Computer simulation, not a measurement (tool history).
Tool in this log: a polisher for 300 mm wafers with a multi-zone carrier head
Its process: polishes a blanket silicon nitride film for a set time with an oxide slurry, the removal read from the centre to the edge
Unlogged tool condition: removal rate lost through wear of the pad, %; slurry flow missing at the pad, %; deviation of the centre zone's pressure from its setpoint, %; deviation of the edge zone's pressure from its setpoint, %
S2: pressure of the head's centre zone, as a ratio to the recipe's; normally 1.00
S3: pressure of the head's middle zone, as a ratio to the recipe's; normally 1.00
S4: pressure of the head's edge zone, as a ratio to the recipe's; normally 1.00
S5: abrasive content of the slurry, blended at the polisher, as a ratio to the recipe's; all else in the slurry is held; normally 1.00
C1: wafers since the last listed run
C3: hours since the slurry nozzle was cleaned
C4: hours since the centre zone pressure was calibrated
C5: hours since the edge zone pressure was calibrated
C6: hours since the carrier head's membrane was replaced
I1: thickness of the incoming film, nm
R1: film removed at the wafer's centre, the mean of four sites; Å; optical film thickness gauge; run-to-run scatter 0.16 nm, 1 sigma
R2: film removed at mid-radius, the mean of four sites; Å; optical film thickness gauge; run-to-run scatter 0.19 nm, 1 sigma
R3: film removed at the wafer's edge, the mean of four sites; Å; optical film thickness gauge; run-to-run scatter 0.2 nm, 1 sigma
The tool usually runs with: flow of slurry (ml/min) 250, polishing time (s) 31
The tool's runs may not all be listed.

run 1 hour=0.0 | flow_of_slurry_(ml/min)=250 S2=1.00 S3=1.00 S4=1.00 S5=1.00 polishing_time_(s)=31 | C1=0 wafers_polished_on_this_pad=981 C3=293.6 C4=0.5 C5=5.1 C6=45.6 | I1=445.1 | R1=138 R2=135 R3=138
run 2 hour=11.0 | flow_of_slurry_(ml/min)=250 S2=1.00 S3=1.00 S4=1.00 S5=1.00 polishing_time_(s)=31 | C1=205 wafers_polished_on_this_pad=1187 C3=304.6 C4=11.5 C5=16.1 C6=56.6 | I1=446.1 | R1=140 R2=132 R3=135
run 3 hour=19.5 | flow_of_slurry_(ml/min)=250 S2=1.00 S3=1.00 S4=1.00 S5=1.00 polishing_time_(s)=31 | C1=158 wafers_polished_on_this_pad=1346 C3=313.1 C4=20.0 C5=24.6 C6=65.1 | I1=446.2 | R1=140 R2=136 R3=137
run 4 hour=33.6 | flow_of_slurry_(ml/min)=250 S2=1.00 S3=1.00 S4=1.00 S5=1.00 polishing_time_(s)=31 | C1=263 wafers_polished_on_this_pad=1609 C3=327.2 C4=34.1 C5=38.7 C6=79.2 | I1=456.9 | R1=140 R2=135 R3=136
run 5 hour=41.2 | flow_of_slurry_(ml/min)=250 S2=1.00 S3=1.00 S4=1.00 S5=1.00 polishing_time_(s)=31 | C1=142 wafers_polished_on_this_pad=1751 C3=334.8 C4=41.7 C5=46.3 C6=86.8 | I1=444.8 | R1=142 R2=136 R3=139
-- hour=48.1 worn pad replaced by a new one
run 6 hour=52.9 | flow_of_slurry_(ml/min)=250 S2=1.00 S3=1.00 S4=1.00 S5=1.00 polishing_time_(s)=31 | C1=143 wafers_polished_on_this_pad=89 C3=346.5 C4=53.4 C5=58.0 C6=98.5 | I1=450.5 | R1=140 R2=134 R3=141
run 7 hour=61.3 | flow_of_slurry_(ml/min)=250 S2=1.00 S3=0.97 S4=1.00 S5=0.90 polishing_time_(s)=31 | C1=157 wafers_polished_on_this_pad=246 C3=354.9 C4=61.8 C5=66.4 C6=106.9 | I1=453.6 | R1=140 R2=130 R3=135
run 8 hour=68.7 | flow_of_slurry_(ml/min)=250 S2=1.00 S3=1.00 S4=1.12 S5=1.00 polishing_time_(s)=31 | C1=138 wafers_polished_on_this_pad=384 C3=362.3 C4=69.2 C5=73.8 C6=114.3 | I1=442.8 | R1=144 R2=136 R3=145
run 9 hour=76.3 | flow_of_slurry_(ml/min)=250 S2=1.00 S3=1.00 S4=1.00 S5=1.15 polishing_time_(s)=25 | C1=142 wafers_polished_on_this_pad=526 C3=369.9 C4=76.8 C5=81.4 C6=121.9 | I1=449.4 | R1=121 R2=111 R3=114
run 10 hour=92.4 | flow_of_slurry_(ml/min)=320 S2=1.00 S3=1.11 S4=1.00 S5=1.00 polishing_time_(s)=31 | C1=300 wafers_polished_on_this_pad=827 C3=386.0 C4=92.9 C5=97.5 C6=138.0 | I1=449.1 | R1=149 R2=153 R3=141
run 11 hour=99.4 | flow_of_slurry_(ml/min)=250 S2=1.00 S3=1.00 S4=1.00 S5=1.00 polishing_time_(s)=31 | C1=130 wafers_polished_on_this_pad=958 C3=393.0 C4=99.9 C5=104.5 C6=145.0 | I1=446.4 | R1=146 R2=135 R3=136
-- hour=105.9 slurry nozzle cleaned
run 12 hour=110.7 | flow_of_slurry_(ml/min)=305 S2=1.03 S3=0.91 S4=1.00 S5=1.30 polishing_time_(s)=31 | C1=192 wafers_polished_on_this_pad=1150 C3=4.8 C4=111.2 C5=115.8 C6=156.3 | I1=447.7 | R1=163 R2=135 R3=148
run 13 hour=121.7 | flow_of_slurry_(ml/min)=250 S2=1.00 S3=1.00 S4=1.00 S5=1.00 polishing_time_(s)=31 | C1=205 wafers_polished_on_this_pad=1356 C3=15.8 C4=122.2 C5=126.8 C6=167.3 | I1=442.1 | R1=147 R2=138 R3=137
run 14 hour=133.7 | flow_of_slurry_(ml/min)=200 S2=1.00 S3=1.00 S4=1.00 S5=1.00 polishing_time_(s)=31 | C1=224 wafers_polished_on_this_pad=1580 C3=27.8 C4=134.2 C5=138.8 C6=179.3 | I1=444.6 | R1=144 R2=133 R3=138
-- hour=146.4 worn pad replaced by a new one
run 15 hour=146.9 | flow_of_slurry_(ml/min)=250 S2=1.00 S3=1.00 S4=1.00 S5=1.00 polishing_time_(s)=31 | C1=171 wafers_polished_on_this_pad=9 C3=41.0 C4=147.4 C5=152.0 C6=192.5 | I1=455.1 | R1=149 R2=137 R3=136
run 16 hour=152.8 | flow_of_slurry_(ml/min)=165 S2=1.00 S3=1.07 S4=1.00 S5=0.85 polishing_time_(s)=31 | C1=110 wafers_polished_on_this_pad=119 C3=46.9 C4=153.3 C5=157.9 C6=198.4 | I1=448.8 | R1=139 R2=135 R3=127
run 17 hour=174.5 | flow_of_slurry_(ml/min)=250 S2=1.00 S3=1.00 S4=1.00 S5=1.00 polishing_time_(s)=31 | C1=405 wafers_polished_on_this_pad=525 C3=68.6 C4=175.0 C5=179.6 C6=220.1 | I1=442.3 | R1=153 R2=136 R3=137
run 18 hour=188.5 | flow_of_slurry_(ml/min)=250 S2=1.00 S3=0.94 S4=1.00 S5=1.00 polishing_time_(s)=31 | C1=261 wafers_polished_on_this_pad=786 C3=82.6 C4=189.0 C5=193.6 C6=234.1 | I1=449.7 | R1=151 R2=130 R3=136

Run 19 is up next; what results do you expect?
run 19 hour=203.6 | flow_of_slurry_(ml/min)=250 S2=1.00 S3=1.00 S4=1.07 S5=1.00 polishing_time_(s)=31 | C1=282 wafers_polished_on_this_pad=1069 C3=97.7 C4=204.1 C5=208.7 C6=249.2 | I1=445.3 | R1=? R2=? R3=?

{"run 19": {"R1": 149, "R2": 135, "R3": 140}}
Without the tool's hidden state the same run would have given R1 135 Å, R2 135 Å, R3 140 Å.
